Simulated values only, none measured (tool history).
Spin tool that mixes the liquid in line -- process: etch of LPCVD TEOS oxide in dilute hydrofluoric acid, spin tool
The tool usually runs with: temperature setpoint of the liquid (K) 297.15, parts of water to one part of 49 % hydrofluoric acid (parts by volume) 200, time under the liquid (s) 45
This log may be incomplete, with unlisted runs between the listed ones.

run,hour,temperature setpoint of the liquid (K),parts of water to one part of 49 % hydrofluoric acid (parts by volume),time under the liquid (s),wafers since the last listed run,hours since the thermometer was replaced,hours since the hydrofluoric acid flow meter was replaced,hours since the gauge calibration,"read-back film thickness of the LPCVD TEOS oxide reference wafer, read on the same gauge (nm)",thickness taken off the LPCVD TEOS oxide on a monitor wafer (Å)
1,0.0,297.15,200,45,0,1496.2,318.3,438.1,40.027,51.85
2,25.1,297.15,200,45,302,1521.3,343.4,463.2,39.958,50.83
# hour 53.7: gauge calibrated
3,67.5,297.15,200,45,510,1563.7,385.8,13.8,39.993,51.44
4,100.5,297.15,200,45,397,1596.7,418.8,46.8,40.011,51.46
5,135.4,297.15,165,40,420,1631.6,453.7,81.7,40.011,58.02
6,163.2,297.15,165,40,334,1659.4,481.5,109.5,40.049,58.22
7,207.4,297.15,165,40,532,1703.6,525.7,153.7,40.012,58.38
# hour 247.9: hydrofluoric acid flow meter replaced
8,262.6,297.15,200,45,653,1758.8,14.7,208.9,40.031,51.63
# hour 269.0: thermometer replaced
9,291.6,300.15,160,45,337,22.6,43.7,237.9,39.995,68.15
10,320.6,297.15,200,45,349,51.6,72.7,266.9,40.006,46.51
11,346.6,297.15,200,45,313,77.6,98.7,292.9,39.987,47.11
12,409.0,293.65,135,45,751,140.0,161.1,355.3,39.972,65.30
13,474.2,300.15,200,45,785,205.2,226.3,420.5,40.024,51.74
# hour 482.1: gauge calibrated
14,532.5,293.65,115,35,702,263.5,284.6,50.4,39.976,60.74
15,589.0,300.65,230,30,680,320.0,341.1,106.9,40.010,29.93
16,634.5,297.15,155,50,548,365.5,386.6,152.4,40.006,71.03

Exercise: give the hidden state of the tool at every run:
hydrofluoric acid flow below the setpoint (%): 0 at every run
gauge reads high (%): 0 at every run
H1: liquid hotter than its thermometer reads (K)
run,H1
1,2.55
2,2.6
3,2.66
4,2.72
5,2.77
6,2.82
7,2.89
8,2.98
9,0.11
10,0.157
11,0.199
12,0.299
13,0.404
14,0.499
15,0.59
16,0.663
